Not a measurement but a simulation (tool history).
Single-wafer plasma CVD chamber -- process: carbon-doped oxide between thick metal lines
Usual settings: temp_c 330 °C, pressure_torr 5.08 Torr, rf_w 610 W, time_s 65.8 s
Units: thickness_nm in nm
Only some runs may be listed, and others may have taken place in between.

run	hour	temp_c	pressure_torr	rf_w	time_s	wafers since the last listed run	hours since the last thermocouple change	hours since the last RF generator calibration	hours since the last manometer calibration	hours since the showerhead was replaced	hours since the gauge calibration	read-back reference wafer on the same gauge, thickness_nm	thickness_nm
1	0.0	330	5.81	610	65.8	0	2302.0	19.0	34.5	63.8	27.6	418.494	391.178
2	16.3	330	5.81	610	65.8	194	2318.3	35.3	50.8	80.1	43.9	418.962	392.875
3	23.1	339	5.08	610	65.8	81	2325.1	42.1	57.6	86.9	50.7	419.253	369.144
4	39.1	330	5.08	610	65.8	190	2341.1	58.1	73.6	102.9	66.7	419.255	379.802
5	54.8	330	4.09	610	61.7	187	2356.8	73.8	89.3	118.6	82.4	419.388	335.073
# hour 65.4: thermocouple changed; heater temperature recalibrated
6	65.9	330	5.85	640	61.2	36	0.5	84.9	100.4	129.7	93.5	419.064	379.621
7	72.3	330	5.08	610	65.8	76	6.9	91.3	106.8	136.1	99.9	419.138	380.050
8	89.3	330	5.08	610	65.8	202	23.9	108.3	123.8	153.1	116.9	418.701	377.912
9	97.5	330	5.08	610	65.8	97	32.1	116.5	132.0	161.3	125.1	418.817	379.262
10	107.5	342	5.08	680	65.8	119	42.1	126.5	142.0	171.3	135.1	418.989	401.751
11	122.2	343	5.08	610	77.9	175	56.8	141.2	156.7	186.0	149.8	418.839	428.304
12	128.4	330	5.08	645	65.8	73	63.0	147.4	162.9	192.2	156.0	419.001	397.625
13	142.8	340	5.08	715	65.8	171	77.4	161.8	177.3	206.6	170.4	418.979	418.004
14	159.8	330	5.08	545	53.1	202	94.4	178.8	194.3	223.6	187.4	419.076	274.202
15	167.5	330	5.08	610	65.8	91	102.1	186.5	202.0	231.3	195.1	418.338	377.333
16	182.1	341	4.67	550	65.8	174	116.7	201.1	216.6	245.9	209.7	418.592	323.511
17	189.0	330	5.08	610	65.8	82	123.6	208.0	223.5	252.8	216.6	419.465	374.958
18	197.7	325	4.44	520	65.8	103	132.3	216.7	232.2	261.5	225.3	418.500	320.089
19	204.2	340	5.08	565	55.2	77	138.8	223.2	238.7	268.0	231.8	418.927	287.282
20	215.8	330	5.08	500	65.8	138	150.4	234.8	250.3	279.6	243.4	418.929	312.726
21	222.5	330	5.08	610	70.5	79	157.1	241.5	257.0	286.3	250.1	418.880	403.969
22	237.9	330	5.08	610	65.8	183	172.5	256.9	272.4	301.7	265.5	418.842	375.257
23	246.5	330	5.08	610	65.8	102	181.1	265.5	281.0	310.3	274.1	418.899	375.510
24	254.4	330	5.83	700	72.3	94	189.0	273.4	288.9	318.2	282.0	419.003	479.012
25	266.7	330	5.08	495	65.8	146	201.3	285.7	301.2	330.5	294.3	419.289	307.047
26	283.8	330	5.08	610	65.8	204	218.4	302.8	318.3	347.6	311.4	418.893	375.203
27	296.2	342	5.08	500	56.4	147	230.8	315.2	330.7	360.0	323.8	418.414	255.864
28	303.0	344	5.08	610	72.2	81	237.6	322.0	337.5	366.8	330.6	419.207	394.752
29	309.2	330	5.08	610	65.8	73	243.8	328.2	343.7	373.0	336.8	418.938	377.641

Below, each run's measurement less what the same run would have read without the hidden state. Both values contain the same run-to-run variation, but the gauge's scatter may not be the same in both:
The hidden state here: wafer temperature above the value expected at the setpoint (K); delivered RF power above the setpoint (%); true pressure above the setpoint (%); gauge reads high (%).
run	thickness_nm
1	-1.359
2	-1.570
3	-1.555
4	-1.794
5	-1.751
6	-2.080
7	-2.199
8	-2.393
9	-2.501
10	-2.700
11	-3.165
12	-2.932
13	-3.270
14	-2.435
15	-3.340
16	-3.114
17	-3.580
18	-3.320
19	-2.977
20	-3.993
21	-4.296
22	-4.178
23	-4.287
24	-5.431
25	-4.544
26	-4.740
27	-4.089
28	-5.234
29	-5.084
